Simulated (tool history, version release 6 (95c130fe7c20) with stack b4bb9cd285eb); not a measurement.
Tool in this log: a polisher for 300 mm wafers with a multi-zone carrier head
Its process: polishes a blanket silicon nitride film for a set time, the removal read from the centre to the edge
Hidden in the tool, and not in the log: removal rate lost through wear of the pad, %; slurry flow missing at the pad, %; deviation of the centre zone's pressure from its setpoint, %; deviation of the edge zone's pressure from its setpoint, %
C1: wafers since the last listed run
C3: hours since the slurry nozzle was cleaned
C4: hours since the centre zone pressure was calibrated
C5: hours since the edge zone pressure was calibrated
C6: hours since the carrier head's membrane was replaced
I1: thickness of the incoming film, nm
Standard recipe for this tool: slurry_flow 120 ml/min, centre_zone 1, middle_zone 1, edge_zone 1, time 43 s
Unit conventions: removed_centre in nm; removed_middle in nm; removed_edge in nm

Run 1, hour 0: usual settings; C1 0; wafers polished on this pad 4371; C3 327.9; C4 1154.1; C5 401; C6 1425.5; I1 749.6. Result: removed_centre 90.8 nm, removed_middle 84.8 nm, removed_edge 86.9 nm.
At hour 69.6: slurry nozzle cleaned.
At hour 102.5: worn pad replaced by a new one.
At hour 139.2: edge zone pressure recalibrated.
At hour 187.5: centre zone pressure recalibrated.
Run 2, hour 188: usual settings but time 38 s; C1 2358; wafers polished on this pad 1073; C3 118.4; C4 0.5; C5 48.8; C6 1613.5; I1 749.9. Result: removed_centre 77 nm, removed_middle 75.5 nm, removed_edge 77.7 nm.
Run 3, hour 211.1: usual settings but time 38 s; C1 304; wafers polished on this pad 1377; C3 141.5; C4 23.6; C5 71.9; C6 1636.6; I1 746.1. Result: removed_centre 76.1 nm, removed_middle 73.2 nm, removed_edge 77.1 nm.
Run 4, hour 238.4: usual settings; C1 359; wafers polished on this pad 1737; C3 168.8; C4 50.9; C5 99.2; C6 1663.9; I1 740.3. Result: removed_centre 87 nm, removed_middle 84 nm, removed_edge 86.8 nm.
Run 5, hour 283: usual settings but slurry_flow 105 ml/min, middle_zone 1.04, edge_zone 0.94, time 35 s; C1 587; wafers polished on this pad 2325; C3 213.4; C4 95.5; C5 143.8; C6 1708.5; I1 744.9. Result: removed_centre 69.1 nm, removed_middle 70.2 nm, removed_edge 69.3 nm.
Run 6, hour 334: usual settings but slurry_flow 150 ml/min, middle_zone 1.06; C1 671; wafers polished on this pad 2997; C3 264.4; C4 146.5; C5 194.8; C6 1759.5; I1 733.9. Result: removed_centre 89.8 nm, removed_middle 89.6 nm, removed_edge 89.7 nm.
Run 7, hour 370.9: usual settings but centre_zone 0.96; C1 486; wafers polished on this pad 3483; C3 301.3; C4 183.4; C5 231.7; C6 1796.4; I1 752.6. Result: removed_centre 84.8 nm, removed_middle 84.2 nm, removed_edge 88.1 nm.
Run 8, hour 416.6: usual settings but middle_zone 0.88; C1 602; wafers polished on this pad 4085; C3 347; C4 229.1; C5 277.4; C6 1842.1; I1 737.5. Result: removed_centre 87.3 nm, removed_middle 77.3 nm, removed_edge 89.4 nm.
Run 9, hour 445.3: usual settings; C1 378; wafers polished on this pad 4463; C3 375.7; C4 257.8; C5 306.1; C6 1870.8; I1 745.1. Result: removed_centre 86.3 nm, removed_middle 83.7 nm, removed_edge 86.5 nm.
Run 10, hour 509.6: usual settings but slurry_flow 90 ml/min, edge_zone 1.07; C1 847; wafers polished on this pad 5310; C3 440; C4 322.1; C5 370.4; C6 1935.1; I1 734.6. Result: removed_centre 83.3 nm, removed_middle 80.2 nm, removed_edge 87.8 nm.
At hour 535.2: carrier head's membrane replaced by a new one.
At hour 548.2: worn pad replaced by a new one.
At hour 548.7: slurry nozzle cleaned.
Run 11, hour 698: usual settings but slurry_flow 105 ml/min; C1 2356; wafers polished on this pad 1967; C3 149.3; C4 510.5; C5 558.8; C6 162.8; I1 735. Result: removed_centre 86.9 nm, removed_middle 82.5 nm, removed_edge 86.1 nm.
Run 12, hour 761.7: usual settings but edge_zone 0.97; C1 839; wafers polished on this pad 2806; C3 213; C4 574.2; C5 622.5; C6 226.5; I1 730.4. Result: removed_centre 88.6 nm, removed_middle 83.5 nm, removed_edge 86.8 nm.
At hour 775.1: edge zone pressure recalibrated.
Run 13, hour 818: usual settings but time 50 s; C1 715; wafers polished on this pad 3521; C3 269.3; C4 630.5; C5 42.9; C6 282.8; I1 732.8. Result: removed_centre 102.5 nm, removed_middle 98.7 nm, removed_edge 100.4 nm.
Run 14, hour 878.8: usual settings but slurry_flow 105 ml/min, centre_zone 1.08, time 36 s; C1 800; wafers polished on this pad 4322; C3 330.1; C4 691.3; C5 103.7; C6 343.6; I1 749.5. Result: removed_centre 76 nm, removed_middle 69.2 nm, removed_edge 73.1 nm.
Run 15, hour 946.4: usual settings but slurry_flow 140 ml/min, edge_zone 1.07; C1 890; wafers polished on this pad 5213; C3 397.7; C4 758.9; C5 171.3; C6 411.2; I1 752.1. Result: removed_centre 90.4 nm, removed_middle 87.2 nm, removed_edge 91.3 nm.
At hour 965.2: slurry nozzle cleaned.
At hour 981.3: worn pad replaced by a new one.
Run 16, hour 982.1: usual settings but slurry_flow 100 ml/min, time 36 s; C1 404; wafers polished on this pad 10; C3 16.9; C4 794.6; C5 207; C6 446.9; I1 729.3. Result: removed_centre 73.5 nm, removed_middle 69 nm, removed_edge 73.4 nm.
Run 17, hour 1012.8: usual settings but centre_zone 1.08; C1 404; wafers polished on this pad 414; C3 47.6; C4 825.3; C5 237.7; C6 477.6; I1 733.2. Result: removed_centre 95 nm, removed_middle 82.9 nm, removed_edge 87.3 nm.
Run 18, hour 1071.7: usual settings but slurry_flow 140 ml/min, time 51 s; C1 775; wafers polished on this pad 1190; C3 106.5; C4 884.2; C5 296.6; C6 536.5; I1 737.6. Result: removed_centre 110.2 nm, removed_middle 101.4 nm, removed_edge 103.3 nm.
Run 19, hour 1134.3: usual settings but slurry_flow 95 ml/min, centre_zone 1.11, middle_zone 0.92, edge_zone 0.95; C1 824; wafers polished on this pad 2015; C3 169.1; C4 946.8; C5 359.2; C6 599.1; I1 729.8. Result: removed_centre 93.7 nm, removed_middle 76.3 nm, removed_edge 84.2 nm.
Run 20, hour 1174.5: usual settings but edge_zone 0.94; C1 529; wafers polished on this pad 2544; C3 209.3; C4 987; C5 399.4; C6 639.3; I1 728.8. Result: removed_centre 90.2 nm, removed_middle 84.1 nm, removed_edge 86.8 nm.
Run 21, hour 1211.8: usual settings but middle_zone 1.1; C1 491; wafers polished on this pad 3036; C3 246.6; C4 1024.3; C5 436.7; C6 676.6; I1 729.2. Result: removed_centre 90.6 nm, removed_middle 91.5 nm, removed_edge 87.7 nm.
Run 22, hour 1260.2: usual settings but time 48 s; C1 637; wafers polished on this pad 3674; C3 295; C4 1072.7; C5 485.1; C6 725; I1 744.8. Result: removed_centre 101.3 nm, removed_middle 94 nm, removed_edge 99.4 nm.
Run 23, hour 1298.5: usual settings but slurry_flow 150 ml/min, centre_zone 1.11, edge_zone 1.03; C1 504; wafers polished on this pad 4178; C3 333.3; C4 1111; C5 523.4; C6 763.3; I1 734.6. Result: removed_centre 101 nm, removed_middle 85.8 nm, removed_edge 89.7 nm.

Consider 3 possible next runs. They are alternatives, not a sequence: every one starts from the tool as it was left by run 23. What does each give?
Run A, hour 1298.9: usual settings; C1 5; wafers polished on this pad 4183; C3 333.7; C4 1111.4; C5 523.8; C6 763.7; I1 739.7. Result: removed_centre ?, removed_middle ?, removed_edge ?.
Run B, hour 1298.9: usual settings but slurry_flow 90 ml/min, centre_zone 1.09; C1 5; wafers polished on this pad 4183; C3 333.7; C4 1111.4; C5 523.8; C6 763.7; I1 739.7. Result: removed_centre ?, removed_middle ?, removed_edge ?.
Run C, hour 1298.9: usual settings but slurry_flow 105 ml/min, centre_zone 1.04, middle_zone 1.08; C1 5; wafers polished on this pad 4183; C3 333.7; C4 1111.4; C5 523.8; C6 763.7; I1 739.7. Result: removed_centre ?, removed_middle ?, removed_edge ?.

run  removed_centre  removed_middle  removed_edge
  A            91.9            83.6          88.9
  B            92.7            80.1          86.3
  C            92.3            87.5          87.6
Stripped of hidden state, with their random variation kept, the same runs would have yielded:
run  removed_centre  removed_middle  removed_edge
  A              87            83.6          88.9
  B            87.8            80.1          86.3
  C            87.4            87.5          87.6

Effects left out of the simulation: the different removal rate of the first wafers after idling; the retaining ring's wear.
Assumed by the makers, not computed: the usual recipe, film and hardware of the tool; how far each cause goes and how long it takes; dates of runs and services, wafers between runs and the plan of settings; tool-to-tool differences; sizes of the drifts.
